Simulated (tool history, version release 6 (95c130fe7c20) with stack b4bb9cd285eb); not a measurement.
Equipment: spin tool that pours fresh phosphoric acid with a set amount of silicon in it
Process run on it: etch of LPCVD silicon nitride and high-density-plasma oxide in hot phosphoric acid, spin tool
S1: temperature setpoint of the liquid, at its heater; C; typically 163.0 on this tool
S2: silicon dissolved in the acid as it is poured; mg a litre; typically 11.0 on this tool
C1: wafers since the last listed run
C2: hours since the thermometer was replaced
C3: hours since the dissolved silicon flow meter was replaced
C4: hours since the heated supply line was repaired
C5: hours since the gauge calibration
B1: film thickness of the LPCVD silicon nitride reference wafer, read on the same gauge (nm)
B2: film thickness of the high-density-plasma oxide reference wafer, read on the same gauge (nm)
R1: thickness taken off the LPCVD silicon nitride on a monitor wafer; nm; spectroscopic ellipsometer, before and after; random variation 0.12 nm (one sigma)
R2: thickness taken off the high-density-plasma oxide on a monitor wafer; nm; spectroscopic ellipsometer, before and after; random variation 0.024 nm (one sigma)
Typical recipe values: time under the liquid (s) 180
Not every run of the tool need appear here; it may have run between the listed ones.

run 1 day=0.000 | S1=163.0 S2=16.5 time_under_the_liquid_(s)=180 | C1=0 C2=1816.7 C3=1795.7 C4=1301.1 C5=847.0 | B1=50.93 B2=50.954 | R1=18.15 R2=0.641
-- day=0.900 dissolved silicon flow meter replaced
run 2 day=3.579 | S1=163.0 S2=11.0 time_under_the_liquid_(s)=180 | C1=862 C2=1902.6 C3=64.3 C4=1387.0 C5=932.9 | B1=51.16 B2=51.156 | R1=18.45 R2=0.744
run 3 day=6.767 | S1=163.0 S2=11.0 time_under_the_liquid_(s)=180 | C1=777 C2=1979.1 C3=140.8 C4=1463.5 C5=1009.4 | B1=51.40 B2=51.390 | R1=18.59 R2=0.752
run 4 day=10.796 | S1=163.0 S2=11.0 time_under_the_liquid_(s)=100 | C1=982 C2=2075.8 C3=237.5 C4=1560.2 C5=1106.1 | B1=51.70 B2=51.742 | R1=10.38 R2=0.442
run 5 day=14.683 | S1=163.0 S2=11.0 time_under_the_liquid_(s)=100 | C1=948 C2=2169.1 C3=330.8 C4=1653.5 C5=1199.4 | B1=52.07 B2=52.060 | R1=10.41 R2=0.411
run 6 day=16.429 | S1=163.0 S2=11.0 time_under_the_liquid_(s)=180 | C1=425 C2=2211.0 C3=372.7 C4=1695.4 C5=1241.3 | B1=52.26 B2=52.158 | R1=18.94 R2=0.755
-- day=18.388 heated supply line repaired
run 7 day=19.292 | S1=165.0 S2=19.0 time_under_the_liquid_(s)=235 | C1=687 C2=2279.7 C3=441.4 C4=21.7 C5=1310.0 | B1=52.53 B2=52.484 | R1=26.59 R2=0.998
-- day=20.350 gauge calibrated
run 8 day=21.583 | S1=164.5 S2=11.0 time_under_the_liquid_(s)=180 | C1=558 C2=2334.7 C3=496.4 C4=76.7 C5=29.6 | B1=50.14 B2=50.177 | R1=18.92 R2=0.808
run 9 day=23.892 | S1=162.0 S2=16.5 time_under_the_liquid_(s)=130 | C1=562 C2=2390.1 C3=551.8 C4=132.1 C5=85.0 | B1=50.17 B2=50.175 | R1=12.63 R2=0.425
-- day=26.379 thermometer replaced
run 10 day=26.654 | S1=161.0 S2=6.0 time_under_the_liquid_(s)=250 | C1=663 C2=6.6 C3=618.1 C4=198.4 C5=151.3 | B1=50.20 B2=50.192 | R1=23.36 R2=0.962
run 11 day=28.767 | S1=160.5 S2=13.5 time_under_the_liquid_(s)=220 | C1=515 C2=57.3 C3=668.8 C4=249.1 C5=202.0 | B1=50.18 B2=50.201 | R1=20.42 R2=0.707
run 12 day=31.096 | S1=165.5 S2=11.0 time_under_the_liquid_(s)=280 | C1=568 C2=113.2 C3=724.7 C4=305.0 C5=257.9 | B1=50.31 B2=50.218 | R1=30.68 R2=1.287
run 13 day=33.708 | S1=161.5 S2=8.5 time_under_the_liquid_(s)=225 | C1=637 C2=175.9 C3=787.4 C4=367.7 C5=320.6 | B1=50.34 B2=50.384 | R1=21.51 R2=0.834
run 14 day=36.633 | S1=163.0 S2=11.0 time_under_the_liquid_(s)=180 | C1=713 C2=246.1 C3=857.6 C4=437.9 C5=390.8 | B1=50.38 B2=50.351 | R1=18.15 R2=0.756
run 15 day=39.400 | S1=163.0 S2=11.0 time_under_the_liquid_(s)=270 | C1=674 C2=312.5 C3=924.0 C4=504.3 C5=457.2 | B1=50.47 B2=50.459 | R1=26.99 R2=1.080
run 16 day=43.617 | S1=163.0 S2=11.0 time_under_the_liquid_(s)=180 | C1=1028 C2=413.7 C3=1025.2 C4=605.5 C5=558.4 | B1=50.64 B2=50.687 | R1=18.03 R2=0.748
run 17 day=45.646 | S1=160.0 S2=11.0 time_under_the_liquid_(s)=180 | C1=494 C2=462.4 C3=1073.9 C4=654.2 C5=607.1 | B1=50.74 B2=50.726 | R1=16.66 R2=0.616
run 18 day=47.150 | S1=163.0 S2=11.0 time_under_the_liquid_(s)=180 | C1=366 C2=498.5 C3=1110.0 C4=690.3 C5=643.2 | B1=50.81 B2=50.808 | R1=18.19 R2=0.738
run 19 day=50.242 | S1=162.0 S2=7.0 time_under_the_liquid_(s)=210 | C1=754 C2=572.7 C3=1184.2 C4=764.5 C5=717.4 | B1=50.97 B2=50.960 | R1=20.61 R2=0.905
run 20 day=54.150 | S1=165.5 S2=11.0 time_under_the_liquid_(s)=280 | C1=953 C2=666.5 C3=1278.0 C4=858.3 C5=811.2 | B1=51.22 B2=51.236 | R1=31.10 R2=1.299
run 21 day=56.479 | S1=160.5 S2=2.5 time_under_the_liquid_(s)=180 | C1=568 C2=722.4 C3=1333.9 C4=914.2 C5=867.1 | B1=51.36 B2=51.392 | R1=17.14 R2=0.711

Give the tool's hidden conditions for every run:
liquid hotter than its thermometer reads (K): 0 in every run
dissolved silicon flow above the setpoint (%): 0 in every run
temperature lost on the way to the wafer (K): 0 in every run
H1: gauge reads high (%)
run=1 H1=1.83
run=2 H1=2.31
run=3 H1=2.79
run=4 H1=3.44
run=5 H1=4.13
run=6 H1=4.46
run=7 H1=5.02
run=8 H1=0.324
run=9 H1=0.344
run=10 H1=0.394
run=11 H1=0.452
run=12 H1=0.534
run=13 H1=0.65
run=14 H1=0.809
run=15 H1=0.989
run=16 H1=1.32
run=17 H1=1.5
run=18 H1=1.64
run=19 H1=1.97
run=20 H1=2.42
run=21 H1=2.72
